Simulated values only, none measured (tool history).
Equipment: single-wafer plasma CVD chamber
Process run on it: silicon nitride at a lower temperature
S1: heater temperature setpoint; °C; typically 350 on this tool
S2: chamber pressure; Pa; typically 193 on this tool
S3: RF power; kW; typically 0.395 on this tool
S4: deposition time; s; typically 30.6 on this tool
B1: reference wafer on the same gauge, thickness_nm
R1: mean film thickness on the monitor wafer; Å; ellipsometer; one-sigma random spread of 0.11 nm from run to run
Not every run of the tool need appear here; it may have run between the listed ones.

run 1 hour=0.0 | S1=350 S2=165 S3=0.395 S4=30.6 | B1=39.382 | R1=397.39
run 2 hour=53.4 | S1=350 S2=165 S3=0.395 S4=30.6 | B1=39.362 | R1=396.95
run 3 hour=98.9 | S1=350 S2=193 S3=0.395 S4=30.6 | B1=39.405 | R1=410.49
run 4 hour=127.1 | S1=350 S2=193 S3=0.395 S4=30.6 | B1=39.383 | R1=411.60
run 5 hour=162.6 | S1=350 S2=193 S3=0.395 S4=30.6 | B1=39.383 | R1=409.11
run 6 hour=187.4 | S1=350 S2=193 S3=0.395 S4=30.6 | B1=39.360 | R1=408.34
-- hour=204.2 gauge calibrated
run 7 hour=235.5 | S1=344 S2=193 S3=0.455 S4=30.6 | B1=39.358 | R1=450.85
-- hour=245.9 showerhead replaced
-- hour=297.8 thermocouple changed; heater temperature recalibrated
run 8 hour=306.0 | S1=350 S2=145 S3=0.395 S4=30.6 | B1=39.412 | R1=379.45
run 9 hour=354.4 | S1=350 S2=193 S3=0.330 S4=30.6 | B1=39.413 | R1=355.16
-- hour=386.2 capacitance manometer re-zeroed and calibrated
run 10 hour=413.8 | S1=355 S2=173 S3=0.395 S4=28.8 | B1=39.397 | R1=376.37
-- hour=437.9 RF generator calibrated
run 11 hour=475.7 | S1=350 S2=193 S3=0.395 S4=30.6 | B1=39.413 | R1=428.67
run 12 hour=514.4 | S1=350 S2=176 S3=0.395 S4=30.6 | B1=39.415 | R1=419.42
run 13 hour=550.2 | S1=363 S2=193 S3=0.395 S4=30.6 | B1=39.445 | R1=424.21
run 14 hour=586.5 | S1=354 S2=213 S3=0.370 S4=36.0 | B1=39.389 | R1=488.73

Each row is a separate what-if for the run after 14, all from the same tool condition, not one after another. Results?
run A hour=586.9 | S1=350 S2=193 S3=0.335 S4=30.6 | B1=? | R1=?
run B hour=586.9 | S1=350 S2=193 S3=0.370 S4=27.1 | B1=? | R1=?
run C hour=586.9 | S1=350 S2=193 S3=0.370 S4=30.6 | B1=? | R1=?
run D hour=586.9 | S1=350 S2=224 S3=0.395 S4=30.6 | B1=? | R1=?

run=A B1=39.426 R1=377.92
run=B B1=39.426 R1=360.20
run=C B1=39.426 R1=406.61
run=D B1=39.426 R1=441.30
Without the tool's hidden state the same runs would have given:
run=A R1=382.49
run=B R1=364.46
run=C R1=411.42
run=D R1=446.28
